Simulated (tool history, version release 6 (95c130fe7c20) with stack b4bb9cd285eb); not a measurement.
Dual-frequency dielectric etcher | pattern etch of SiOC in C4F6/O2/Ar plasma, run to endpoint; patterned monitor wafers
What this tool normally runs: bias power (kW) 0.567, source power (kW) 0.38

run	hour	bias power (kW)	source power (kW)	incoming incoming film thickness, nm	endpoint time (s)
1	0	0.617	0.38	29.58	9.6
2	55.3	0.567	0.38	29.64	9.9
3	108.6	0.567	0.38	29.63	10
4	151.6	0.567	0.38	29.7	10
5	331	0.567	0.44	29.61	9.6
6	377.7	0.567	0.38	29.67	10
# hour 417.3: wet clean of the chamber
7	421.5	0.567	0.38	29.73	9.9
8	489	0.636	0.38	29.62	9.5
9	550	0.636	0.38	29.39	9.5
10	584.6	0.567	0.38	29.76	10
# hour 632.1: upper electrode replaced
11	634.3	0.567	0.38	29.89	10.1
12	668.7	0.567	0.38	29.72	9.9
13	704.9	0.567	0.38	29.61	9.9
# hour 746.8: source power generator calibrated
14	758.7	0.444	0.45	29.81	10.4
# hour 827.7: wet clean of the chamber
15	828.2	0.567	0.38	29.94	10

What will run 16 give?
16	849.2	0.567	0.38	29.59	?

Run 16 came out at endpoint time (s) 9.9.
With the hidden condition absent and the run-to-run variation left alone, this run would have shown endpoint time (s) 9.9.
